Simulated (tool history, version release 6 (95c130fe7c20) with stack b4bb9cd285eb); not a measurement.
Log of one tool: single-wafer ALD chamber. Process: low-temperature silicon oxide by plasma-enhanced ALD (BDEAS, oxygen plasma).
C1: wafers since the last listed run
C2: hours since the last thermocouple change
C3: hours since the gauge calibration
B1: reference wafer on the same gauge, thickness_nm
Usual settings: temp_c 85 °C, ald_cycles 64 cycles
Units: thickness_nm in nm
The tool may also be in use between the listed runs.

run 1 hour=0.0 | temp_c=85 ald_cycles=54 | C1=0 C2=32.4 C3=950.4 | B1=9.707 | thickness_nm=8.342
-- hour=33.5 gauge calibrated
run 2 hour=43.2 | temp_c=85 ald_cycles=64 | C1=178 C2=75.6 C3=9.7 | B1=9.694 | thickness_nm=9.913
run 3 hour=100.6 | temp_c=85 ald_cycles=64 | C1=237 C2=133.0 C3=67.1 | B1=9.699 | thickness_nm=9.934
run 4 hour=146.4 | temp_c=85 ald_cycles=64 | C1=189 C2=178.8 C3=112.9 | B1=9.702 | thickness_nm=9.952
run 5 hour=181.3 | temp_c=85 ald_cycles=64 | C1=144 C2=213.7 C3=147.8 | B1=9.701 | thickness_nm=9.938
run 6 hour=224.3 | temp_c=92 ald_cycles=64 | C1=178 C2=256.7 C3=190.8 | B1=9.696 | thickness_nm=9.685
run 7 hour=252.1 | temp_c=89 ald_cycles=64 | C1=115 C2=284.5 C3=218.6 | B1=9.700 | thickness_nm=9.806
run 8 hour=306.5 | temp_c=77 ald_cycles=71 | C1=225 C2=338.9 C3=273.0 | B1=9.701 | thickness_nm=11.424
run 9 hour=372.8 | temp_c=77 ald_cycles=71 | C1=274 C2=405.2 C3=339.3 | B1=9.696 | thickness_nm=11.434
run 10 hour=406.6 | temp_c=85 ald_cycles=64 | C1=139 C2=439.0 C3=373.1 | B1=9.697 | thickness_nm=10.021
run 11 hour=476.9 | temp_c=85 ald_cycles=64 | C1=291 C2=509.3 C3=443.4 | B1=9.700 | thickness_nm=10.002
run 12 hour=539.7 | temp_c=85 ald_cycles=55 | C1=260 C2=572.1 C3=506.2 | B1=9.697 | thickness_nm=8.627
run 13 hour=601.2 | temp_c=85 ald_cycles=55 | C1=254 C2=633.6 C3=567.7 | B1=9.699 | thickness_nm=8.638
run 14 hour=633.3 | temp_c=85 ald_cycles=55 | C1=132 C2=665.7 C3=599.8 | B1=9.699 | thickness_nm=8.637
run 15 hour=682.6 | temp_c=85 ald_cycles=64 | C1=204 C2=715.0 C3=649.1 | B1=9.706 | thickness_nm=10.044
run 16 hour=724.1 | temp_c=85 ald_cycles=64 | C1=171 C2=756.5 C3=690.6 | B1=9.693 | thickness_nm=9.999
run 17 hour=791.7 | temp_c=85 ald_cycles=64 | C1=279 C2=824.1 C3=758.2 | B1=9.701 | thickness_nm=10.001
run 18 hour=828.1 | temp_c=73 ald_cycles=71 | C1=150 C2=860.5 C3=794.6 | B1=9.694 | thickness_nm=11.666
run 19 hour=877.7 | temp_c=96 ald_cycles=64 | C1=205 C2=910.1 C3=844.2 | B1=9.698 | thickness_nm=9.627
run 20 hour=941.4 | temp_c=85 ald_cycles=64 | C1=263 C2=973.8 C3=907.9 | B1=9.698 | thickness_nm=10.030
run 21 hour=981.9 | temp_c=85 ald_cycles=64 | C1=167 C2=1014.3 C3=948.4 | B1=9.699 | thickness_nm=10.045
run 22 hour=1038.9 | temp_c=96 ald_cycles=58 | C1=236 C2=1071.3 C3=1005.4 | B1=9.700 | thickness_nm=8.738
-- hour=1059.7 gauge calibrated
run 23 hour=1143.1 | temp_c=91 ald_cycles=76 | C1=431 C2=1175.5 C3=83.4 | B1=9.695 | thickness_nm=11.677
run 24 hour=1189.2 | temp_c=73 ald_cycles=54 | C1=190 C2=1221.6 C3=129.5 | B1=9.698 | thickness_nm=8.914
-- hour=1200.4 thermocouple changed; heater temperature recalibrated
run 25 hour=1243.4 | temp_c=75 ald_cycles=76 | C1=191 C2=43.0 C3=183.7 | B1=9.699 | thickness_nm=12.206
run 26 hour=1448.9 | temp_c=75 ald_cycles=59 | C1=850 C2=248.5 C3=389.2 | B1=9.698 | thickness_nm=9.500
run 27 hour=1476.7 | temp_c=92 ald_cycles=60 | C1=115 C2=276.3 C3=417.0 | B1=9.700 | thickness_nm=9.103
run 28 hour=1529.6 | temp_c=95 ald_cycles=64 | C1=219 C2=329.2 C3=469.9 | B1=9.702 | thickness_nm=9.569
run 29 hour=1588.8 | temp_c=85 ald_cycles=64 | C1=245 C2=388.4 C3=529.1 | B1=9.699 | thickness_nm=9.961
run 30 hour=1651.1 | temp_c=74 ald_cycles=68 | C1=257 C2=450.7 C3=591.4 | B1=9.703 | thickness_nm=11.024
run 31 hour=1716.4 | temp_c=93 ald_cycles=67 | C1=270 C2=516.0 C3=656.7 | B1=9.701 | thickness_nm=10.092
run 32 hour=1754.3 | temp_c=71 ald_cycles=52 | C1=156 C2=553.9 C3=694.6 | B1=9.703 | thickness_nm=8.545
run 33 hour=1813.1 | temp_c=90 ald_cycles=70 | C1=243 C2=612.7 C3=753.4 | B1=9.700 | thickness_nm=10.676
run 34 hour=1851.4 | temp_c=77 ald_cycles=52 | C1=158 C2=651.0 C3=791.7 | B1=9.699 | thickness_nm=8.385

Measured less the same run without the tool's hidden state. The same run-to-run variation is in both; the gauge's scatter may not be:
The hidden state here: wafer temperature above the value expected at the setpoint (K); gauge reads high (%).
run=1 thickness_nm=+0.023
run=2 thickness_nm=+0.044
run=3 thickness_nm=+0.065
run=4 thickness_nm=+0.079
run=5 thickness_nm=+0.088
run=6 thickness_nm=+0.099
run=7 thickness_nm=+0.105
run=8 thickness_nm=+0.129
run=9 thickness_nm=+0.141
run=10 thickness_nm=+0.133
run=11 thickness_nm=+0.142
run=12 thickness_nm=+0.127
run=13 thickness_nm=+0.132
run=14 thickness_nm=+0.134
run=15 thickness_nm=+0.160
run=16 thickness_nm=+0.161
run=17 thickness_nm=+0.165
run=18 thickness_nm=+0.187
run=19 thickness_nm=+0.170
run=20 thickness_nm=+0.172
run=21 thickness_nm=+0.173
run=22 thickness_nm=+0.159
run=23 thickness_nm=+0.211
run=24 thickness_nm=+0.151
run=25 thickness_nm=+0.003
run=26 thickness_nm=+0.063
run=27 thickness_nm=+0.070
run=28 thickness_nm=+0.085
run=29 thickness_nm=+0.096
run=30 thickness_nm=+0.111
run=31 thickness_nm=+0.118
run=32 thickness_nm=+0.096
run=33 thickness_nm=+0.134
run=34 thickness_nm=+0.102

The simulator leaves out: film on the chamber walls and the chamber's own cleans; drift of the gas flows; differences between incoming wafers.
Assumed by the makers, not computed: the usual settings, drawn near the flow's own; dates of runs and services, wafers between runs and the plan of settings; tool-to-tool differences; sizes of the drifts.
